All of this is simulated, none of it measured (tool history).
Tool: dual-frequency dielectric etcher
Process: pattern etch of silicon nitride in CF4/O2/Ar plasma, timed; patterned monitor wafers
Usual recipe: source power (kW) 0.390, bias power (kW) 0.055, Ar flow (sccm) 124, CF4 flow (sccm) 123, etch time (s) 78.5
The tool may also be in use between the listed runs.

| run | hour | source power (kW) | bias power (kW) | Ar flow (sccm) | CF4 flow (sccm) | etch time (s) | read-back reference wafer on the same gauge, depth_nm | mean etch depth across the wafer (Å) |
|---|---|---|---|---|---|---|---|---|
| 1 | 0.0 | 0.390 | 0.055 | 124 | 123 | 78.5 | 114.1 | 1166 |
| 2 | 30.3 | 0.390 | 0.055 | 124 | 123 | 78.5 | 114.0 | 1154 |
|  | 48.1 | bias power generator calibrated |
| 3 | 62.7 | 0.390 | 0.055 | 124 | 123 | 78.5 | 114.0 | 1152 |
| 4 | 91.8 | 0.390 | 0.055 | 124 | 123 | 78.5 | 114.0 | 1149 |
| 5 | 110.1 | 0.340 | 0.055 | 124 | 123 | 78.5 | 113.9 | 1089 |
| 6 | 125.9 | 0.340 | 0.055 | 124 | 123 | 78.5 | 114.0 | 1083 |
| 7 | 144.8 | 0.340 | 0.055 | 124 | 123 | 78.5 | 114.1 | 1071 |
|  | 166.6 | Ar flow controller replaced |
| 8 | 174.0 | 0.390 | 0.055 | 98 | 134 | 58.0 | 113.9 | 867 |
| 9 | 202.1 | 0.390 | 0.055 | 124 | 144 | 91.0 | 114.1 | 1324 |
|  | 227.4 | wet clean of the chamber |
| 10 | 229.4 | 0.390 | 0.055 | 124 | 139 | 78.5 | 114.1 | 1192 |
| 11 | 261.9 | 0.320 | 0.059 | 124 | 123 | 78.5 | 114.0 | 1130 |
|  | 272.3 | gauge calibrated |
|  | 273.6 | CF4 flow controller replaced |
|  | 279.2 | source power generator calibrated |
| 12 | 295.1 | 0.320 | 0.059 | 124 | 123 | 78.5 | 113.9 | 1112 |
| 13 | 329.1 | 0.390 | 0.069 | 124 | 123 | 78.5 | 114.0 | 1273 |
| 14 | 360.7 | 0.350 | 0.055 | 124 | 123 | 78.5 | 114.0 | 1117 |
|  | 384.7 | upper electrode replaced |
| 15 | 385.2 | 0.390 | 0.055 | 124 | 141 | 70.5 | 114.0 | 1064 |
| 16 | 400.9 | 0.390 | 0.046 | 124 | 123 | 78.5 | 114.0 | 1091 |
| 17 | 434.2 | 0.390 | 0.055 | 124 | 104 | 78.5 | 114.0 | 1151 |
| 18 | 465.8 | 0.340 | 0.051 | 124 | 95 | 68.5 | 113.9 | 909 |
| 19 | 497.2 | 0.390 | 0.055 | 124 | 123 | 78.5 | 114.1 | 1161 |
| 20 | 531.6 | 0.350 | 0.055 | 124 | 123 | 87.5 | 114.0 | 1216 |
| 21 | 567.1 | 0.390 | 0.055 | 151 | 115 | 87.5 | 114.0 | 1262 |

Exercise: give the hidden state of the tool at every run:
source power that arrives over what is set, %: 0 across all the runs
bias power that arrives over what is set, %: 0 across all the runs
Ar flow that arrives over what is set, %: 0 across all the runs
CF4 flow that arrives over what is set, %: 0 across all the runs
gauge reads high (%): 0 across all the runs
H1: etch rate over this chamber's usual, %
| run | H1 |
|---|---|
| 1 | -2.26 |
| 2 | -2.53 |
| 3 | -2.82 |
| 4 | -3.08 |
| 5 | -3.24 |
| 6 | -3.38 |
| 7 | -3.55 |
| 8 | -3.81 |
| 9 | -4.06 |
| 10 | 0.174 |
| 11 | -0.116 |
| 12 | -0.412 |
| 13 | -0.715 |
| 14 | -0.997 |
| 15 | -1.22 |
| 16 | -1.36 |
| 17 | -1.65 |
| 18 | -1.93 |
| 19 | -2.21 |
| 20 | -2.52 |
| 21 | -2.84 |
